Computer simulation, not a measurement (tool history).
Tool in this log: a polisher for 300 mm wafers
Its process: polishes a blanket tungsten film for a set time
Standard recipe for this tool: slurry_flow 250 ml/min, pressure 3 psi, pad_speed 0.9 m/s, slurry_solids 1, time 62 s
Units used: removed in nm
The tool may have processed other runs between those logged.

| run | hour | slurry_flow | pressure | pad_speed | slurry_solids | time | incoming thickness of the incoming film, nm | removed |
|---|---|---|---|---|---|---|---|---|
| 1 | 0 | 250 | 3.3 | 0.9 | 1 | 62 | 714 | 224.6 |
|  | 13.4 | slurry nozzle cleaned |
| 2 | 32 | 250 | 3.3 | 0.9 | 1 | 62 | 722 | 215.3 |
| 3 | 89.3 | 250 | 3.3 | 0.9 | 1 | 62 | 731.3 | 214.4 |
|  | 141.4 | slurry tank refilled with fresh slurry and peroxide |
| 4 | 147 | 250 | 3 | 0.9 | 1 | 62 | 714.2 | 195.6 |
| 5 | 211.6 | 250 | 3 | 0.9 | 1 | 62 | 705.7 | 193.6 |
|  | 220.8 | slurry blender recalibrated |
| 6 | 280.5 | 250 | 3 | 0.9 | 1 | 62 | 716.6 | 192.7 |
|  | 289.9 | worn pad replaced by a new one |
| 7 | 321.9 | 250 | 3 | 0.9 | 1 | 62 | 715.7 | 204.4 |
|  | 346 | head pressure recalibrated |
| 8 | 378.8 | 250 | 3 | 0.9 | 1 | 62 | 715.3 | 201.6 |
| 9 | 441.2 | 250 | 3.8 | 0.9 | 1 | 62 | 730.1 | 239.5 |
|  | 444.6 | slurry tank refilled with fresh slurry and peroxide |
| 10 | 496.9 | 175 | 3 | 0.9 | 1 | 79 | 715.1 | 244.7 |
|  | 501.2 | slurry nozzle cleaned |
| 11 | 526.1 | 250 | 2.6 | 0.9 | 1 | 62 | 719.1 | 171.4 |
| 12 | 567.8 | 250 | 3 | 0.9 | 1 | 62 | 710.7 | 191.7 |
|  | 623 | slurry blender recalibrated |
|  | 624 | worn pad replaced by a new one |
| 13 | 624.5 | 250 | 3.3 | 0.82 | 1.1 | 83 | 712.6 | 290.9 |
| 14 | 651.5 | 250 | 3.8 | 0.9 | 0.85 | 79 | 719.6 | 298.9 |
| 15 | 701.5 | 280 | 3.3 | 0.9 | 1 | 72 | 710.1 | 253 |
| 16 | 762.6 | 250 | 3.7 | 0.9 | 0.8 | 62 | 718.8 | 214.5 |
|  | 785.8 | slurry tank refilled with fresh slurry and peroxide |
| 17 | 796.2 | 295 | 2.1 | 0.9 | 1.15 | 44 | 727.8 | 110.4 |
|  | 845 | head pressure recalibrated |
| 18 | 845.7 | 250 | 3 | 0.9 | 1 | 62 | 717.9 | 191.5 |
| 19 | 893.9 | 250 | 3 | 1.08 | 1.1 | 62 | 722.5 | 227.9 |
|  | 927.8 | slurry blender recalibrated |
| 20 | 940.6 | 250 | 3 | 0.9 | 1 | 49 | 715.6 | 152.2 |
|  | 961.7 | slurry nozzle cleaned |
| 21 | 1003.3 | 250 | 3 | 0.9 | 1 | 62 | 724.6 | 192.8 |
|  | 1019.2 | worn pad replaced by a new one |
| 22 | 1044.4 | 305 | 2 | 1.06 | 1.1 | 62 | 725.9 | 177.1 |
| 23 | 1100.6 | 250 | 2.5 | 0.9 | 1.25 | 62 | 728.4 | 189.1 |

Run 24 is up next; what results do you expect?
|  | 1185.4 | slurry tank refilled with fresh slurry and peroxide |
|  | 1244.1 | slurry blender recalibrated |
| 24 | 1244.6 | 250 | 3 | 1.18 | 1 | 43 | 708.8 | ? |

For run 24 the tool returned removed 164.5 nm.
Take away the tool's hidden state, keep the run-to-run variation as it was, and the same run would have given removed 177.4 nm.
